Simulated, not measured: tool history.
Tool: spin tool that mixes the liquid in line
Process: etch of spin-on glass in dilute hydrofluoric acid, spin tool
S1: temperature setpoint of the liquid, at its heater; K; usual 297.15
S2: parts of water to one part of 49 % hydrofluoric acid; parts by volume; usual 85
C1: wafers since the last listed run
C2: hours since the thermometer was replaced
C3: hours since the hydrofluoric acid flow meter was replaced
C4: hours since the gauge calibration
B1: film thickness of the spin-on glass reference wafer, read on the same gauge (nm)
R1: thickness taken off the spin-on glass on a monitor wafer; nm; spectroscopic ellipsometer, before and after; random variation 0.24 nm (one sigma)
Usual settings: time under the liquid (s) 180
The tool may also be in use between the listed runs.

{"run": 1, "hour": 0.0, "S1": 297.15, "S2": 70, "time under the liquid (s)": 180, "C1": 0, "C2": 685.3, "C3": 489.3, "C4": 96.4, "B1": 151.42, "R1": 53.07}
{"run": 2, "hour": 35.3, "S1": 297.15, "S2": 70, "time under the liquid (s)": 180, "C1": 158, "C2": 720.6, "C3": 524.6, "C4": 131.7, "B1": 151.85, "R1": 52.55}
{"run": 3, "hour": 71.2, "S1": 297.15, "S2": 85, "time under the liquid (s)": 180, "C1": 161, "C2": 756.5, "C3": 560.5, "C4": 167.6, "B1": 152.14, "R1": 42.68}
{"run": 4, "hour": 121.3, "S1": 297.15, "S2": 85, "time under the liquid (s)": 180, "C1": 225, "C2": 806.6, "C3": 610.6, "C4": 217.7, "B1": 152.51, "R1": 42.65}
{"run": 5, "hour": 190.0, "S1": 297.15, "S2": 115, "time under the liquid (s)": 180, "C1": 309, "C2": 875.3, "C3": 679.3, "C4": 286.4, "B1": 152.88, "R1": 30.65}
{"run": 6, "hour": 227.4, "S1": 297.15, "S2": 115, "time under the liquid (s)": 180, "C1": 168, "C2": 912.7, "C3": 716.7, "C4": 323.8, "B1": 153.07, "R1": 30.7}
{"run": 7, "hour": 263.6, "S1": 297.15, "S2": 105, "time under the liquid (s)": 265, "C1": 162, "C2": 948.9, "C3": 752.9, "C4": 360, "B1": 153.13, "R1": 50.56}
{"run": 8, "hour": 293.2, "S1": 297.15, "S2": 105, "time under the liquid (s)": 265, "C1": 133, "C2": 978.5, "C3": 782.5, "C4": 389.6, "B1": 153.26, "R1": 50.23}

Forecast run 9:
{"run": 9, "hour": 329.3, "S1": 297.15, "S2": 85, "time under the liquid (s)": 220, "C1": 162, "C2": 1014.6, "C3": 818.6, "C4": 425.7, "B1": "?", "R1": "?"}

Run 9 gave B1 153.35, R1 52.82 nm.
Without the tool's hidden state the same run would have given R1 51.67 nm.
